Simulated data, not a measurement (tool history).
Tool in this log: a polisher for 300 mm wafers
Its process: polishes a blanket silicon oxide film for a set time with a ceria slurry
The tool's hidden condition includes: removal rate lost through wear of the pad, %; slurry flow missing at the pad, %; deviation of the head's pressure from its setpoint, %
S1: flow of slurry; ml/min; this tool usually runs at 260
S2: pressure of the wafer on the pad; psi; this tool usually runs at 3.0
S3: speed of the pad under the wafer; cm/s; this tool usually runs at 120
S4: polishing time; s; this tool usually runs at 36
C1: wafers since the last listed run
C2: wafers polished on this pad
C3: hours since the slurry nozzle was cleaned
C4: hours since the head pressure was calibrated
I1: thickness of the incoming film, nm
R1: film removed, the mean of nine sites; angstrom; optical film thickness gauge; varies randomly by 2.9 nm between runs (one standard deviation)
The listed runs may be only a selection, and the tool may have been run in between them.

Run 1, hour 0.0: usual settings; C1 0; C2 212; C3 797.2; C4 556.2; I1 1353.1. Result: R1 1929 angstrom.
Run 2, hour 8.1: usual settings; C1 99; C2 311; C3 805.3; C4 564.3; I1 1375.8. Result: R1 1879 angstrom.
Run 3, hour 18.3: usual settings; C1 124; C2 436; C3 815.5; C4 574.5; I1 1363.4. Result: R1 1861 angstrom.
Run 4, hour 31.7: usual settings but S1 225 ml/min; C1 163; C2 599; C3 828.9; C4 587.9; I1 1362.0. Result: R1 1846 angstrom.
Run 5, hour 45.1: usual settings; C1 163; C2 763; C3 842.3; C4 601.3; I1 1373.5. Result: R1 1821 angstrom.
Run 6, hour 61.9: usual settings; C1 205; C2 969; C3 859.1; C4 618.1; I1 1360.8. Result: R1 1773 angstrom.
Run 7, hour 72.0: usual settings; C1 123; C2 1092; C3 869.2; C4 628.2; I1 1346.8. Result: R1 1751 angstrom.
At hour 82.0: worn pad replaced by a new one.
Run 8, hour 82.5: usual settings; C1 79; C2 6; C3 879.7; C4 638.7; I1 1344.2. Result: R1 1997 angstrom.
Run 9, hour 98.3: usual settings; C1 193; C2 199; C3 895.5; C4 654.5; I1 1347.2. Result: R1 1875 angstrom.
At hour 100.3: slurry nozzle cleaned.
Run 10, hour 105.4: usual settings; C1 74; C2 274; C3 5.1; C4 661.6; I1 1363.3. Result: R1 1864 angstrom.
Run 11, hour 113.6: usual settings; C1 100; C2 374; C3 13.3; C4 669.8; I1 1360.3. Result: R1 1838 angstrom.
Run 12, hour 129.8: usual settings; C1 198; C2 572; C3 29.5; C4 686.0; I1 1354.7. Result: R1 1769 angstrom.
Run 13, hour 137.9: usual settings; C1 99; C2 671; C3 37.6; C4 694.1; I1 1371.9. Result: R1 1766 angstrom.
Run 14, hour 145.5: usual settings but S1 305 ml/min, S3 140 cm/s; C1 92; C2 764; C3 45.2; C4 701.7; I1 1358.8. Result: R1 2122 angstrom.
Run 15, hour 158.5: usual settings but S1 310 ml/min, S2 2.2 psi, S3 88 cm/s; C1 158; C2 923; C3 58.2; C4 714.7; I1 1340.0. Result: R1 997 angstrom.
At hour 167.9: worn pad replaced by a new one.
Run 16, hour 173.7: usual settings; C1 136; C2 70; C3 73.4; C4 729.9; I1 1360.9. Result: R1 1987 angstrom.
Run 17, hour 181.9: usual settings but S1 175 ml/min, S4 26 s; C1 100; C2 171; C3 81.6; C4 738.1; I1 1363.5. Result: R1 1359 angstrom.
Run 18, hour 189.7: usual settings but S3 88 cm/s; C1 95; C2 266; C3 89.4; C4 745.9; I1 1382.6. Result: R1 1408 angstrom.
At hour 202.0: head pressure recalibrated.
Run 19, hour 205.2: usual settings but S1 190 ml/min, S2 2.6 psi, S3 136 cm/s; C1 165; C2 431; C3 104.9; C4 3.2; I1 1350.9. Result: R1 1833 angstrom.
Run 20, hour 211.7: usual settings; C1 79; C2 510; C3 111.4; C4 9.7; I1 1365.6. Result: R1 1882 angstrom.
Run 21, hour 226.9: usual settings; C1 185; C2 696; C3 126.6; C4 24.9; I1 1354.2. Result: R1 1815 angstrom.
Run 22, hour 240.3: usual settings; C1 163; C2 860; C3 140.0; C4 38.3; I1 1361.4. Result: R1 1811 angstrom.
Run 23, hour 257.2: usual settings; C1 206; C2 1067; C3 156.9; C4 55.2; I1 1355.9. Result: R1 1763 angstrom.
At hour 261.8: worn pad replaced by a new one.
Run 24, hour 267.4: usual settings but S3 144 cm/s; C1 75; C2 69; C3 167.1; C4 65.4; I1 1370.8. Result: R1 2430 angstrom.
Run 25, hour 276.5: usual settings but S2 2.5 psi, S4 47 s; C1 111; C2 180; C3 176.2; C4 74.5; I1 1361.7. Result: R1 2178 angstrom.
Run 26, hour 292.4: usual settings but S2 3.6 psi, S3 94 cm/s; C1 194; C2 374; C3 192.1; C4 90.4; I1 1337.8. Result: R1 1730 angstrom.

Measured result minus the same run's result without the hidden state. Both carry the same run-to-run variation, though not necessarily the same gauge scatter:
run    R1
  1   -63
  2   -83
  3  -110
  4  -147
  5  -183
  6  -227
  7  -255
  8   -55
  9   -94
 10  -113
 11  -134
 12  -173
 13  -196
 14  -263
 15  -145
 16   -17
 17   -28
 18   -44
 19   -98
 20  -118
 21  -156
 22  -195
 23  -238
 24   -52
 25   -75
 26   -99
